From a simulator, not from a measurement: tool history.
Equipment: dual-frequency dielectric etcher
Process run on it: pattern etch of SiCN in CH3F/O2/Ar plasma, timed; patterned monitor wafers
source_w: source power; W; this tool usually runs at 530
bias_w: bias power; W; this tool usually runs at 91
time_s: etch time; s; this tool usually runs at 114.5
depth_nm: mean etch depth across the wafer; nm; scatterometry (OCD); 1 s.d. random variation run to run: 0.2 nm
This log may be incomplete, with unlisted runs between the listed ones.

run   hour  source_w  bias_w  time_s  wafers since the last listed run  hours since the last wet clean  hours since the last source power generator calibration  hours since the last bias power generator calibration  hours since the last upper electrode change  hours since the gauge calibration  read-back reference wafer on the same gauge, depth_nm  depth_nm
  1    0.0       530      97   114.5                                 0                           108.0                                                   3725.9                                                 3883.8                                       5329.1                              191.9                                                   52.5      58.2
      20.1  -- bias power generator calibrated
      58.1  -- upper electrode replaced
  2   58.6       530      97   114.5                               406                           166.6                                                   3784.5                                                   38.5                                          0.5                              250.5                                                   52.5      57.9
  3   59.0       530      91   105.0                                 5                           167.0                                                   3784.9                                                   38.9                                          0.9                              250.9                                                   52.5      51.8
      79.4  -- source power generator calibrated
  4   92.7       530      91   105.0                               394                           200.7                                                     13.3                                                   72.6                                         34.6                              284.6                                                   52.5      51.8
  5  106.3       530      91   105.0                               180                           214.3                                                     26.9                                                   86.2                                         48.2                              298.2                                                   52.5      52.0
  6  197.1       530      91   114.5                              1207                           305.1                                                    117.7                                                  177.0                                        139.0                              389.0                                                   52.5      56.8
  7  212.1       590      83    91.5                               199                           320.1                                                    132.7                                                  192.0                                        154.0                              404.0                                                   52.5      46.2
  8  243.2       530      91   140.0                               413                           351.2                                                    163.8                                                  223.1                                        185.1                              435.1                                                   52.5      69.6
  9  276.8       530     104   114.5                               446                           384.8                                                    197.4                                                  256.7                                        218.7                              468.7                                                   52.5      60.1
 10  297.4       530     109   114.5                               273                           405.4                                                    218.0                                                  277.3                                        239.3                              489.3                                                   52.5      61.3
 11  316.0       460      79   142.0                               247                           424.0                                                    236.6                                                  295.9                                        257.9                              507.9                                                   52.5      63.4
 12  351.9       590      98   114.5                               477                           459.9                                                    272.5                                                  331.8                                        293.8                              543.8                                                   52.5      62.3
 13  383.4       650      91   114.5                               418                           491.4                                                    304.0                                                  363.3                                        325.3                              575.3                                                   52.6      63.2
 14  399.6       410      91   100.0                               215                           507.6                                                    320.2                                                  379.5                                        341.5                              591.5                                                   52.6      44.8
 15  419.5       530      75   114.5                               264                           527.5                                                    340.1                                                  399.4                                        361.4                              611.4                                                   52.5      53.7
     444.2  -- gauge calibrated
 16  447.5       600      91    90.0                               372                           555.5                                                    368.1                                                  427.4                                        389.4                                3.3                                                   52.6      47.8
     501.5  -- wet clean of the chamber
 17  502.0       610      91    92.0                               405                             0.5                                                    422.6                                                  481.9                                        443.9                               57.8                                                   52.5      48.0
 18  507.3       530      91   114.5                                70                             5.8                                                    427.9                                                  487.2                                        449.2                               63.1                                                   52.6      55.8
 19  543.2       620      97   130.5                               477                            41.7                                                    463.8                                                  523.1                                        485.1                               99.0                                                   52.4      69.9
 20  559.3       530      91   114.5                               214                            57.8                                                    479.9                                                  539.2                                        501.2                              115.1                                                   52.5      56.1
 21  581.6       530      91   114.5                               296                            80.1                                                    502.2                                                  561.5                                        523.5                              137.4                                                   52.5      55.9
 22  605.5       530      99   114.5                               317                           104.0                                                    526.1                                                  585.4                                        547.4                              161.3                                                   52.5      57.9
 23  638.6       470      76   100.5                               440                           137.1                                                    559.2                                                  618.5                                        580.5                              194.4                                                   52.5      44.1
 24  656.4       640      81   144.0                               236                           154.9                                                    577.0                                                  636.3                                        598.3                              212.2                                                   52.5      73.9
 25  686.4       530      85   144.5                               398                           184.9                                                    607.0                                                  666.3                                        628.3                              242.2                                                   52.5      69.6

What does the tool deliver on the next run?
 26  716.6       570      91    98.0                               401                           215.1                                                    637.2                                                  696.5                                        658.5                              272.4                                                      ?         ?

Run 26 gave read-back reference wafer on the same gauge, depth_nm 52.4, depth_nm 50.1 nm.
Were there no unlogged condition in the tool, this run, its random variation unchanged, would have produced depth_nm 49.6 nm.
